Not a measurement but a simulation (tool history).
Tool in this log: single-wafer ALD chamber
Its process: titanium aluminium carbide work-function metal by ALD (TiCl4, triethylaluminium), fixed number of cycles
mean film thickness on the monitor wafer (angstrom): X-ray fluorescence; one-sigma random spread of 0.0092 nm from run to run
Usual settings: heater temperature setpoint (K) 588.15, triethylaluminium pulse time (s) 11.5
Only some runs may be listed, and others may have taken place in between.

run,hour,heater temperature setpoint (K),triethylaluminium pulse time (s),wafers since the last listed run,hours since the last thermocouple change,hours since the last triethylaluminium bottle change,hours since the showerhead was replaced,hours since the gauge calibration,"read-back reference wafer on the same gauge, thickness_nm",mean film thickness on the monitor wafer (angstrom)
1,0,588.15,11.5,0,2737.8,496.6,4940.6,155.8,2.208,19.56
2,11.6,588.15,11.5,148,2749.4,508.2,4952.2,167.4,2.211,19.6
3,25,588.15,11.5,172,2762.8,521.6,4965.6,180.8,2.21,19.74
4,38.7,588.15,11.5,175,2776.5,535.3,4979.3,194.5,2.209,19.57
5,49.3,588.15,11.5,136,2787.1,545.9,4989.9,205.1,2.21,19.58
6,62.3,593.15,11.5,166,2800.1,558.9,5002.9,218.1,2.211,20
7,78.4,593.15,11.5,206,2816.2,575,5019,234.2,2.208,19.94
8,84.6,588.15,15.15,79,2822.4,581.2,5025.2,240.4,2.211,21.33
9,93.3,588.15,15.15,111,2831.1,589.9,5033.9,249.1,2.212,21.41
10,107.5,588.15,15.15,182,2845.3,604.1,5048.1,263.3,2.209,21.27
11,116.9,591.15,11.5,120,2854.7,613.5,5057.5,272.7,2.209,19.68
# hour 133.1: thermocouple changed; heater temperature recalibrated
12,146.4,591.15,11.5,275,13.3,643,5087,302.2,2.212,19.81
# hour 148.7: gauge calibrated
13,158.4,580.15,11.5,154,25.3,655,5099,9.7,2.211,18.66
14,176,596.15,11.5,225,42.9,672.6,5116.6,27.3,2.21,20.14
15,182.2,595.15,13.66,79,49.1,678.8,5122.8,33.5,2.211,21.29
16,198.8,583.15,11.5,213,65.7,695.4,5139.4,50.1,2.209,18.88
17,209.4,582.15,11.5,136,76.3,706,5150,60.7,2.21,18.7
18,222.5,601.15,14.45,168,89.4,719.1,5163.1,73.8,2.211,22.26
19,230,593.15,11.5,96,96.9,726.6,5170.6,81.3,2.211,19.68
20,282,597.15,8.53,667,148.9,778.6,5222.6,133.3,2.21,16.32
21,291.2,581.15,8.04,118,158.1,787.8,5231.8,142.5,2.211,14.29
22,302.2,588.15,11.5,141,169.1,798.8,5242.8,153.5,2.21,19.15
# hour 310.3: triethylaluminium bottle replaced
# hour 312: showerhead replaced
23,314.7,599.15,13.52,36,181.6,4.4,2.7,166,2.21,23.52
24,329.9,588.15,11.5,195,196.8,19.6,17.9,181.2,2.209,22.08
25,364.6,588.15,11.5,445,231.5,54.3,52.6,215.9,2.21,21.82
26,379.9,602.15,9.38,196,246.8,69.6,67.9,231.2,2.211,22

Run 27 has not been measured yet. What should we expect?
27,390.7,596.15,7.66,138,257.6,80.4,78.7,242,?,?

Run 27 produced read-back reference wafer on the same gauge, thickness_nm 2.209, mean film thickness on the monitor wafer (angstrom) 19.12.
The same run, on a tool lacking any hidden state, would have yielded mean film thickness on the monitor wafer (angstrom) 20.16.
